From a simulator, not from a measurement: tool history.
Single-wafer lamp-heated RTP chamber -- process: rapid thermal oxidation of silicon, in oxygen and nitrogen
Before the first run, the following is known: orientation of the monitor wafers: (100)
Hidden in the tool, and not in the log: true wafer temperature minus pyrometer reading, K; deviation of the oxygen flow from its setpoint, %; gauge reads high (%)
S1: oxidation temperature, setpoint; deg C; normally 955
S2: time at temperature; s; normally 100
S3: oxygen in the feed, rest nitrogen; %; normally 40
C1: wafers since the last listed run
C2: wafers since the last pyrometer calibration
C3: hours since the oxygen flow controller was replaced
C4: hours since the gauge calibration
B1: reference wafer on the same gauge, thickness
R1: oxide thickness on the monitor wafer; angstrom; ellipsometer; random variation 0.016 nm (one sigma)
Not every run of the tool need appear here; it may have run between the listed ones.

{"run": 1, "hour": 0.0, "S1": 975, "S2": 100, "S3": 40, "C1": 0, "C2": 7456, "C3": 4150.3, "C4": 3194.7, "B1": 4.045, "R1": 46.45}
{"hour": 66.6, "done": "pyrometer window cleaned and pyrometer calibrated"}
{"run": 2, "hour": 86.0, "S1": 955, "S2": 100, "S3": 40, "C1": 911, "C2": 227, "C3": 4236.3, "C4": 3280.7, "B1": 4.039, "R1": 39.77}
{"run": 3, "hour": 123.7, "S1": 955, "S2": 100, "S3": 40, "C1": 440, "C2": 667, "C3": 4274.0, "C4": 3318.4, "B1": 4.035, "R1": 40.02}
{"run": 4, "hour": 217.4, "S1": 955, "S2": 100, "S3": 40, "C1": 1094, "C2": 1762, "C3": 4367.7, "C4": 3412.1, "B1": 4.036, "R1": 40.04}
{"run": 5, "hour": 300.3, "S1": 955, "S2": 100, "S3": 40, "C1": 968, "C2": 2730, "C3": 4450.6, "C4": 3495.0, "B1": 4.041, "R1": 39.9}
{"run": 6, "hour": 389.0, "S1": 955, "S2": 100, "S3": 40, "C1": 1036, "C2": 3766, "C3": 4539.3, "C4": 3583.7, "B1": 4.043, "R1": 40.09}
{"run": 7, "hour": 568.9, "S1": 955, "S2": 100, "S3": 40, "C1": 2101, "C2": 5868, "C3": 4719.2, "C4": 3763.6, "B1": 4.043, "R1": 40.45}
{"run": 8, "hour": 651.9, "S1": 955, "S2": 100, "S3": 40, "C1": 969, "C2": 6837, "C3": 4802.2, "C4": 3846.6, "B1": 4.044, "R1": 40.73}
{"run": 9, "hour": 732.6, "S1": 955, "S2": 100, "S3": 40, "C1": 942, "C2": 7780, "C3": 4882.9, "C4": 3927.3, "B1": 4.05, "R1": 40.67}
{"run": 10, "hour": 782.8, "S1": 933, "S2": 136, "S3": 40, "C1": 586, "C2": 8366, "C3": 4933.1, "C4": 3977.5, "B1": 4.043, "R1": 39.66}
{"hour": 795.0, "done": "pyrometer window cleaned and pyrometer calibrated"}
{"run": 11, "hour": 852.1, "S1": 933, "S2": 136, "S3": 40, "C1": 716, "C2": 666, "C3": 5002.4, "C4": 4046.8, "B1": 4.043, "R1": 38.91}
{"run": 12, "hour": 928.6, "S1": 948, "S2": 100, "S3": 40, "C1": 893, "C2": 1560, "C3": 5078.9, "C4": 4123.3, "B1": 4.038, "R1": 38.32}
{"run": 13, "hour": 1025.5, "S1": 948, "S2": 100, "S3": 40, "C1": 1131, "C2": 2692, "C3": 5175.8, "C4": 4220.2, "B1": 4.043, "R1": 38.23}
{"run": 14, "hour": 1122.8, "S1": 955, "S2": 100, "S3": 40, "C1": 1136, "C2": 3828, "C3": 5273.1, "C4": 4317.5, "B1": 4.042, "R1": 39.96}
{"hour": 1145.3, "done": "gauge calibrated"}
{"run": 15, "hour": 1213.8, "S1": 979, "S2": 69, "S3": 49, "C1": 1063, "C2": 4891, "C3": 5364.1, "C4": 68.5, "B1": 4.038, "R1": 43.48}
{"run": 16, "hour": 1296.9, "S1": 955, "S2": 100, "S3": 40, "C1": 970, "C2": 5862, "C3": 5447.2, "C4": 151.6, "B1": 4.042, "R1": 40.64}
{"run": 17, "hour": 1388.4, "S1": 955, "S2": 100, "S3": 40, "C1": 1068, "C2": 6931, "C3": 5538.7, "C4": 243.1, "B1": 4.045, "R1": 40.56}
{"hour": 1498.1, "done": "pyrometer window cleaned and pyrometer calibrated"}
{"run": 18, "hour": 1498.6, "S1": 955, "S2": 100, "S3": 30, "C1": 1193, "C2": 5, "C3": 5648.9, "C4": 353.3, "B1": 4.045, "R1": 36.61}
{"hour": 1715.5, "done": "oxygen flow controller replaced"}
{"run": 19, "hour": 1739.9, "S1": 983, "S2": 52, "S3": 22, "C1": 2725, "C2": 2730, "C3": 24.4, "C4": 594.6, "B1": 4.036, "R1": 32.09}
{"run": 20, "hour": 1780.5, "S1": 955, "S2": 100, "S3": 40, "C1": 474, "C2": 3204, "C3": 65.0, "C4": 635.2, "B1": 4.041, "R1": 40.06}
{"run": 21, "hour": 1846.6, "S1": 955, "S2": 141, "S3": 40, "C1": 772, "C2": 3977, "C3": 131.1, "C4": 701.3, "B1": 4.041, "R1": 46.2}
{"run": 22, "hour": 1954.4, "S1": 929, "S2": 121, "S3": 21, "C1": 1259, "C2": 5236, "C3": 238.9, "C4": 809.1, "B1": 4.039, "R1": 31.55}
{"run": 23, "hour": 2060.0, "S1": 955, "S2": 100, "S3": 20, "C1": 1233, "C2": 6469, "C3": 344.5, "C4": 914.7, "B1": 4.045, "R1": 33.64}
{"run": 24, "hour": 2158.1, "S1": 982, "S2": 50, "S3": 18, "C1": 1145, "C2": 7615, "C3": 442.6, "C4": 1012.8, "B1": 4.038, "R1": 30.27}
{"run": 25, "hour": 2225.8, "S1": 955, "S2": 100, "S3": 40, "C1": 790, "C2": 8406, "C3": 510.3, "C4": 1080.5, "B1": 4.046, "R1": 41.16}
{"hour": 2245.3, "done": "pyrometer window cleaned and pyrometer calibrated"}
{"run": 26, "hour": 2288.4, "S1": 973, "S2": 86, "S3": 40, "C1": 637, "C2": 502, "C3": 572.9, "C4": 1143.1, "B1": 4.04, "R1": 42.12}
{"run": 27, "hour": 2329.8, "S1": 955, "S2": 100, "S3": 40, "C1": 483, "C2": 986, "C3": 614.3, "C4": 1184.5, "B1": 4.038, "R1": 39.47}
{"run": 28, "hour": 2409.0, "S1": 955, "S2": 100, "S3": 56, "C1": 925, "C2": 1911, "C3": 693.5, "C4": 1263.7, "B1": 4.038, "R1": 43.92}
{"run": 29, "hour": 2454.1, "S1": 974, "S2": 123, "S3": 59, "C1": 526, "C2": 2438, "C3": 738.6, "C4": 1308.8, "B1": 4.041, "R1": 56.29}
{"run": 30, "hour": 2533.6, "S1": 955, "S2": 100, "S3": 40, "C1": 928, "C2": 3367, "C3": 818.1, "C4": 1388.3, "B1": 4.034, "R1": 40.11}
{"run": 31, "hour": 2639.0, "S1": 955, "S2": 100, "S3": 17, "C1": 1231, "C2": 4598, "C3": 923.5, "C4": 1493.7, "B1": 4.034, "R1": 32.22}
{"run": 32, "hour": 2738.3, "S1": 963, "S2": 149, "S3": 20, "C1": 1159, "C2": 5758, "C3": 1022.8, "C4": 1593.0, "B1": 4.042, "R1": 40.66}
{"run": 33, "hour": 2789.3, "S1": 955, "S2": 100, "S3": 52, "C1": 595, "C2": 6354, "C3": 1073.8, "C4": 1644.0, "B1": 4.042, "R1": 43.82}
{"run": 34, "hour": 2862.3, "S1": 983, "S2": 64, "S3": 40, "C1": 852, "C2": 7206, "C3": 1146.8, "C4": 1717.0, "B1": 4.039, "R1": 40.75}
{"run": 35, "hour": 2921.5, "S1": 955, "S2": 100, "S3": 40, "C1": 691, "C2": 7898, "C3": 1206.0, "C4": 1776.2, "B1": 4.04, "R1": 40.63}
{"hour": 2954.6, "done": "pyrometer window cleaned and pyrometer calibrated"}
{"run": 36, "hour": 3007.6, "S1": 944, "S2": 120, "S3": 69, "C1": 912, "C2": 618, "C3": 1292.1, "C4": 1862.3, "B1": 4.033, "R1": 46.77}
{"run": 37, "hour": 3091.2, "S1": 947, "S2": 100, "S3": 56, "C1": 976, "C2": 1595, "C3": 1375.7, "C4": 1945.9, "B1": 4.04, "R1": 41.75}

What if the next run were any one of these 4? Each begins from the tool's condition after run 37:
{"run": "A", "hour": 3091.6, "S1": 955, "S2": 100, "S3": 40, "C1": 4, "C2": 1600, "C3": 1376.1, "C4": 1946.3, "B1": "?", "R1": "?"}
{"run": "B", "hour": 3091.6, "S1": 939, "S2": 138, "S3": 54, "C1": 4, "C2": 1600, "C3": 1376.1, "C4": 1946.3, "B1": "?", "R1": "?"}
{"run": "C", "hour": 3091.6, "S1": 927, "S2": 137, "S3": 58, "C1": 4, "C2": 1600, "C3": 1376.1, "C4": 1946.3, "B1": "?", "R1": "?"}
{"run": "D", "hour": 3091.6, "S1": 965, "S2": 64, "S3": 40, "C1": 4, "C2": 1600, "C3": 1376.1, "C4": 1946.3, "B1": "?", "R1": "?"}

run=A B1=4.033 R1=39.66
run=B B1=4.033 R1=44.20
run=C B1=4.033 R1=41.36
run=D B1=4.033 R1=35.72
Take away the tool's hidden state, keep each run's random variation, and the runs would have read:
run=A R1=39.44
run=B R1=43.93
run=C R1=41.11
run=D R1=35.54
